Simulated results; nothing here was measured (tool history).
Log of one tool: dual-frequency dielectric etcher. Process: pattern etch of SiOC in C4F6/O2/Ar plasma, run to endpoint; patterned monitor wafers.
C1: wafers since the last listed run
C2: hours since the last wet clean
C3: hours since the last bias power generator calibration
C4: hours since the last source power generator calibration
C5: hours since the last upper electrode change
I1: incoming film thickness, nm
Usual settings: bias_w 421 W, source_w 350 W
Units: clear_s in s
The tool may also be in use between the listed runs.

{"run": 1, "hour": 0.0, "bias_w": 421, "source_w": 410, "C1": 0, "C2": 108.9, "C3": 4630.6, "C4": 3782.8, "C5": 2825.5, "I1": 38.51, "clear_s": 14.1}
{"run": 2, "hour": 20.3, "bias_w": 487, "source_w": 350, "C1": 289, "C2": 129.2, "C3": 4650.9, "C4": 3803.1, "C5": 2845.8, "I1": 38.69, "clear_s": 14.2}
{"run": 3, "hour": 35.6, "bias_w": 487, "source_w": 350, "C1": 218, "C2": 144.5, "C3": 4666.2, "C4": 3818.4, "C5": 2861.1, "I1": 39.03, "clear_s": 14.2}
{"run": 4, "hour": 95.8, "bias_w": 421, "source_w": 350, "C1": 858, "C2": 204.7, "C3": 4726.4, "C4": 3878.6, "C5": 2921.3, "I1": 38.93, "clear_s": 15.1}
{"run": 5, "hour": 127.6, "bias_w": 421, "source_w": 350, "C1": 453, "C2": 236.5, "C3": 4758.2, "C4": 3910.4, "C5": 2953.1, "I1": 38.67, "clear_s": 15.0}
{"run": 6, "hour": 156.7, "bias_w": 421, "source_w": 350, "C1": 415, "C2": 265.6, "C3": 4787.3, "C4": 3939.5, "C5": 2982.2, "I1": 38.58, "clear_s": 14.9}
{"hour": 207.2, "done": "wet clean of the chamber"}
{"hour": 208.3, "done": "source power generator calibrated"}
{"run": 7, "hour": 208.8, "bias_w": 421, "source_w": 350, "C1": 385, "C2": 1.6, "C3": 4839.4, "C4": 0.5, "C5": 3034.3, "I1": 38.99, "clear_s": 15.0}
{"run": 8, "hour": 211.1, "bias_w": 357, "source_w": 350, "C1": 32, "C2": 3.9, "C3": 4841.7, "C4": 2.8, "C5": 3036.6, "I1": 39.0, "clear_s": 16.1}
{"run": 9, "hour": 223.6, "bias_w": 421, "source_w": 350, "C1": 178, "C2": 16.4, "C3": 4854.2, "C4": 15.3, "C5": 3049.1, "I1": 38.49, "clear_s": 15.0}
{"hour": 249.9, "done": "upper electrode replaced"}
{"run": 10, "hour": 250.4, "bias_w": 495, "source_w": 410, "C1": 39, "C2": 43.2, "C3": 4881.0, "C4": 42.1, "C5": 0.5, "I1": 38.78, "clear_s": 13.2}
{"run": 11, "hour": 276.6, "bias_w": 495, "source_w": 410, "C1": 373, "C2": 69.4, "C3": 4907.2, "C4": 68.3, "C5": 26.7, "I1": 38.81, "clear_s": 13.1}
{"run": 12, "hour": 297.9, "bias_w": 495, "source_w": 410, "C1": 303, "C2": 90.7, "C3": 4928.5, "C4": 89.6, "C5": 48.0, "I1": 39.36, "clear_s": 13.4}
{"run": 13, "hour": 320.2, "bias_w": 421, "source_w": 370, "C1": 318, "C2": 113.0, "C3": 4950.8, "C4": 111.9, "C5": 70.3, "I1": 38.7, "clear_s": 14.7}
{"run": 14, "hour": 336.7, "bias_w": 421, "source_w": 370, "C1": 235, "C2": 129.5, "C3": 4967.3, "C4": 128.4, "C5": 86.8, "I1": 38.82, "clear_s": 14.7}
{"run": 15, "hour": 357.2, "bias_w": 421, "source_w": 400, "C1": 292, "C2": 150.0, "C3": 4987.8, "C4": 148.9, "C5": 107.3, "I1": 38.49, "clear_s": 14.2}
{"run": 16, "hour": 378.6, "bias_w": 501, "source_w": 420, "C1": 305, "C2": 171.4, "C3": 5009.2, "C4": 170.3, "C5": 128.7, "I1": 38.97, "clear_s": 13.1}
{"run": 17, "hour": 398.1, "bias_w": 523, "source_w": 390, "C1": 278, "C2": 190.9, "C3": 5028.7, "C4": 189.8, "C5": 148.2, "I1": 38.7, "clear_s": 13.2}
{"run": 18, "hour": 410.6, "bias_w": 421, "source_w": 440, "C1": 178, "C2": 203.4, "C3": 5041.2, "C4": 202.3, "C5": 160.7, "I1": 38.75, "clear_s": 13.7}
{"run": 19, "hour": 422.7, "bias_w": 421, "source_w": 370, "C1": 172, "C2": 215.5, "C3": 5053.3, "C4": 214.4, "C5": 172.8, "I1": 38.43, "clear_s": 14.6}
{"run": 20, "hour": 451.2, "bias_w": 523, "source_w": 270, "C1": 406, "C2": 244.0, "C3": 5081.8, "C4": 242.9, "C5": 201.3, "I1": 38.74, "clear_s": 15.3}
{"run": 21, "hour": 474.0, "bias_w": 379, "source_w": 280, "C1": 325, "C2": 266.8, "C3": 5104.6, "C4": 265.7, "C5": 224.1, "I1": 38.98, "clear_s": 17.4}
{"run": 22, "hour": 487.3, "bias_w": 316, "source_w": 440, "C1": 189, "C2": 280.1, "C3": 5117.9, "C4": 279.0, "C5": 237.4, "I1": 38.24, "clear_s": 15.1}
{"hour": 496.2, "done": "bias power generator calibrated"}
{"run": 23, "hour": 516.3, "bias_w": 385, "source_w": 410, "C1": 356, "C2": 309.1, "C3": 20.1, "C4": 308.0, "C5": 266.4, "I1": 38.84, "clear_s": 14.7}
{"run": 24, "hour": 552.1, "bias_w": 421, "source_w": 350, "C1": 510, "C2": 344.9, "C3": 55.9, "C4": 343.8, "C5": 302.2, "I1": 39.13, "clear_s": 15.1}
{"hour": 589.0, "done": "wet clean of the chamber"}
{"run": 25, "hour": 589.5, "bias_w": 421, "source_w": 350, "C1": 191, "C2": 0.5, "C3": 93.3, "C4": 381.2, "C5": 339.6, "I1": 38.59, "clear_s": 14.9}
{"run": 26, "hour": 606.9, "bias_w": 421, "source_w": 380, "C1": 248, "C2": 17.9, "C3": 110.7, "C4": 398.6, "C5": 357.0, "I1": 39.03, "clear_s": 14.5}
{"run": 27, "hour": 641.0, "bias_w": 421, "source_w": 350, "C1": 486, "C2": 52.0, "C3": 144.8, "C4": 432.7, "C5": 391.1, "I1": 38.37, "clear_s": 14.9}
{"run": 28, "hour": 658.6, "bias_w": 316, "source_w": 440, "C1": 251, "C2": 69.6, "C3": 162.4, "C4": 450.3, "C5": 408.7, "I1": 38.9, "clear_s": 15.3}
{"run": 29, "hour": 675.5, "bias_w": 421, "source_w": 350, "C1": 241, "C2": 86.5, "C3": 179.3, "C4": 467.2, "C5": 425.6, "I1": 38.95, "clear_s": 15.2}

5 ways to go on from here, each from the tool as it stands after run 29. What would each give?
{"run": "A", "hour": 675.9, "bias_w": 421, "source_w": 350, "C1": 5, "C2": 86.9, "C3": 179.7, "C4": 467.6, "C5": 426.0, "I1": 38.58, "clear_s": "?"}
{"run": "B", "hour": 675.9, "bias_w": 421, "source_w": 290, "C1": 5, "C2": 86.9, "C3": 179.7, "C4": 467.6, "C5": 426.0, "I1": 38.58, "clear_s": "?"}
{"run": "C", "hour": 675.9, "bias_w": 324, "source_w": 300, "C1": 5, "C2": 86.9, "C3": 179.7, "C4": 467.6, "C5": 426.0, "I1": 38.58, "clear_s": "?"}
{"run": "D", "hour": 675.9, "bias_w": 500, "source_w": 350, "C1": 5, "C2": 86.9, "C3": 179.7, "C4": 467.6, "C5": 426.0, "I1": 38.58, "clear_s": "?"}
{"run": "E", "hour": 675.9, "bias_w": 345, "source_w": 350, "C1": 5, "C2": 86.9, "C3": 179.7, "C4": 467.6, "C5": 426.0, "I1": 38.58, "clear_s": "?"}

run=A clear_s=15.0
run=B clear_s=16.2
run=C clear_s=17.7
run=D clear_s=14.0
run=E clear_s=16.2
Without the tool's hidden state the same runs would have given:
run=A clear_s=15.0
run=B clear_s=16.2
run=C clear_s=17.7
run=D clear_s=14.0
run=E clear_s=16.2
